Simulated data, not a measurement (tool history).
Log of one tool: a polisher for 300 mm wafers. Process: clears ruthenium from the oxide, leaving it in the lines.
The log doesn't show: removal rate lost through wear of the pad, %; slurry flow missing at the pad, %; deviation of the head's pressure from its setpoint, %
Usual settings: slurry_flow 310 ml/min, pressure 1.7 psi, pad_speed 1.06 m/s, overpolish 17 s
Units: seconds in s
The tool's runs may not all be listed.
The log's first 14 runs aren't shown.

run,day,slurry_flow,pressure,pad_speed,overpolish,wafers since the last listed run,wafers polished on this pad,hours since the slurry nozzle was cleaned,hours since the head pressure was calibrated,"incoming thickness of the incoming film, nm",seconds
# day 14.179: head pressure recalibrated
15,14.554,310,1.7,1.06,17,77,363,221.3,9.0,74.9,79.4
16,15.754,310,1.7,1.06,17,143,507,250.1,37.8,75.8,81.1
17,16.971,310,1.9,0.74,8,145,652,279.3,67.0,73.7,101.3
# day 18.204: worn pad replaced by a new one
18,18.442,310,1.7,1.06,8,155,28,314.6,102.3,74.3,79.1
19,19.396,310,1.7,1.06,17,113,142,337.5,125.2,74.9,80.2
# day 20.521: slurry nozzle cleaned
20,20.825,310,1.7,1.16,8,165,308,7.3,159.5,75.3,73.2
21,22.217,240,1.2,1.06,17,166,474,40.7,192.9,74.6,107.1
22,22.754,210,1.7,1.06,10,64,538,53.6,205.8,74.7,83.6
23,25.062,310,1.7,1.06,17,275,814,109.0,261.2,76.1,81.9
24,26.379,310,1.2,1.06,12,157,971,140.6,292.8,75.0,106.8
# day 26.675: worn pad replaced by a new one
25,27.762,385,2.1,0.80,21,145,129,173.8,326.0,74.4,86.7
26,29.062,385,2.1,0.80,21,155,285,205.0,357.2,75.3,87.8
# day 29.433: head pressure recalibrated
27,33.196,310,1.7,1.06,17,483,768,304.2,90.3,75.5,79.8
# day 34.029: worn pad replaced by a new one
28,34.050,375,1.5,0.88,24,82,2,324.7,110.8,74.4,106.2
29,34.621,310,1.7,1.06,17,68,70,338.4,124.5,76.4,81.2
30,35.754,375,1.4,1.22,12,135,206,365.6,151.7,75.4,80.6

4 ways to go on from here, each from the tool as it stands after run 30. What would each give?
A,35.775,310,1.9,1.06,17,2,208,366.1,152.2,76.0,?
B,35.775,215,1.7,1.32,24,2,208,366.1,152.2,76.0,?
C,35.775,200,1.7,0.92,17,2,208,366.1,152.2,76.0,?
D,35.775,310,2.1,0.74,17,2,208,366.1,152.2,76.0,?

run,seconds
A,73.8
B,68.2
C,99.0
D,96.8
Without the tool's hidden state the same runs would have given:
run,seconds
A,73.8
B,68.2
C,99.0
D,96.8

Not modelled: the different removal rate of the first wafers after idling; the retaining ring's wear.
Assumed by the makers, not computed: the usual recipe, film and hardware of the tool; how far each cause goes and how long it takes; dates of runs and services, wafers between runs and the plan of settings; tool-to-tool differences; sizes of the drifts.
